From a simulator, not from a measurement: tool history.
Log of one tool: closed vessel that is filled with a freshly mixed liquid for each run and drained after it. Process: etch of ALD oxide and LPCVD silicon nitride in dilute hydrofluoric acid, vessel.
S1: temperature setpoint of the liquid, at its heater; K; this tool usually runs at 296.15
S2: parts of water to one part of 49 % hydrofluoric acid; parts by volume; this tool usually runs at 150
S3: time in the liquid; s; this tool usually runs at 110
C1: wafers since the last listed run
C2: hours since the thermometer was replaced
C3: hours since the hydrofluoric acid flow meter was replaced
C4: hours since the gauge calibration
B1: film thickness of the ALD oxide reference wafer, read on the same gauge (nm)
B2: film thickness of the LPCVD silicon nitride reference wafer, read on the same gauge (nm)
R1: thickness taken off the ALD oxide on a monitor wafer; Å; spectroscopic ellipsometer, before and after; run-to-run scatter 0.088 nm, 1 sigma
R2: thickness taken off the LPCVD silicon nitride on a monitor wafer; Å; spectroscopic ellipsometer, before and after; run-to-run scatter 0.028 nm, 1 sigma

run	hour	S1	S2	S3	C1	C2	C3	C4	B1	B2	R1	R2
1	0	294.65	150	110	0	1539.3	1755.6	641.1	70	90.024	175.2	2.65
2	18.6	298.15	205	55	2433	1557.9	1774.2	659.7	69.99	90.01	70	1.29
3	40.8	292.15	150	170	2904	1580.1	1796.4	681.9	70.02	89.972	247.5	3.86
4	67	298.65	110	60	3427	1606.3	1822.6	708.1	70.01	90.002	160.8	2.78
# hour 101.1: hydrofluoric acid flow meter replaced
5	102	296.15	150	110	4448	1641.3	0.9	743.1	70	90.014	185.6	3.07
6	131.4	291.15	180	110	3846	1670.7	30.3	772.5	69.98	90.007	124.9	1.96
7	165.6	296.15	150	110	4474	1704.9	64.5	806.7	70	89.958	187.1	3.04
8	180.7	293.15	150	135	1975	1720	79.6	821.8	70	90.011	204.9	2.81
9	206.3	300.65	175	145	3349	1745.6	105.2	847.4	70	90.008	241.4	4.78
10	239.7	301.15	150	110	4369	1779	138.6	880.8	69.99	89.97	226.7	4.24
# hour 247.5: gauge calibrated
11	253.5	296.15	150	110	1805	1792.8	152.4	6	70	89.972	187.1	3.31
12	284.2	296.15	150	110	4016	1823.5	183.1	36.7	69.99	90.002	187.3	3.26
13	308.9	293.15	170	65	3231	1848.2	207.8	61.4	70	90.035	84.8	1.18
14	343.5	293.65	185	85	4526	1882.8	242.4	96	70.01	89.983	102.1	1.82
# hour 401.3: thermometer replaced
15	433	296.15	150	110	11578	31.7	331.9	185.5	69.99	89.95	191.9	3.85
16	463.6	296.15	175	55	4003	62.3	362.5	216.1	70.02	90.04	80	1.46
17	481.9	294.15	225	175	2394	80.6	380.8	234.4	70	90.012	175.2	2.64
18	503.1	296.15	150	110	2773	101.8	402	255.6	70.01	89.973	192.5	3.57
19	520.2	296.15	150	65	2237	118.9	419.1	272.7	70.02	89.999	114.2	1.86
20	554.3	296.15	150	110	4461	153	453.2	306.8	69.98	89.971	190.3	3.33
21	567.8	293.65	150	65	1766	166.5	466.7	320.3	70.01	90.003	102	1.57
22	589.1	300.65	115	65	2786	187.8	488	341.6	70.01	89.999	183.6	3.41
23	617.2	293.15	185	110	3676	215.9	516.1	369.7	70	89.971	133.2	2.18
24	631	296.15	150	110	1805	229.7	529.9	383.5	70	89.976	190.4	2.63
25	664.5	296.15	150	110	4382	263.2	563.4	417	70	89.982	192.7	3.46

How would selected steps in R1 from run to run divide? Give the signed amount a tool lacking its hidden state would still show from settings, what came in and random variation, and the signed amount left for the hidden state, including any gauge scatter that is not in both of the compared results.
Hidden state present: liquid colder than its thermometer reads (K); hydrofluoric acid flow above the setpoint (%); gauge reads high (%).
Run 2 -> 3: S1 298.15 -> 292.15, S2 205 -> 150, S3 55 -> 170. R1 +177.5 Å: hidden state -5.6, all else +183.1.
Run 12 -> 13: S1 296.15 -> 293.15, S2 150 -> 170, S3 110 -> 65. R1 -102.5 Å: hidden state +3.3, all else -105.8.
Run 15 -> 16: S2 150 -> 175, S3 110 -> 55. R1 -111.9 Å: hidden state +0.2, all else -112.1.
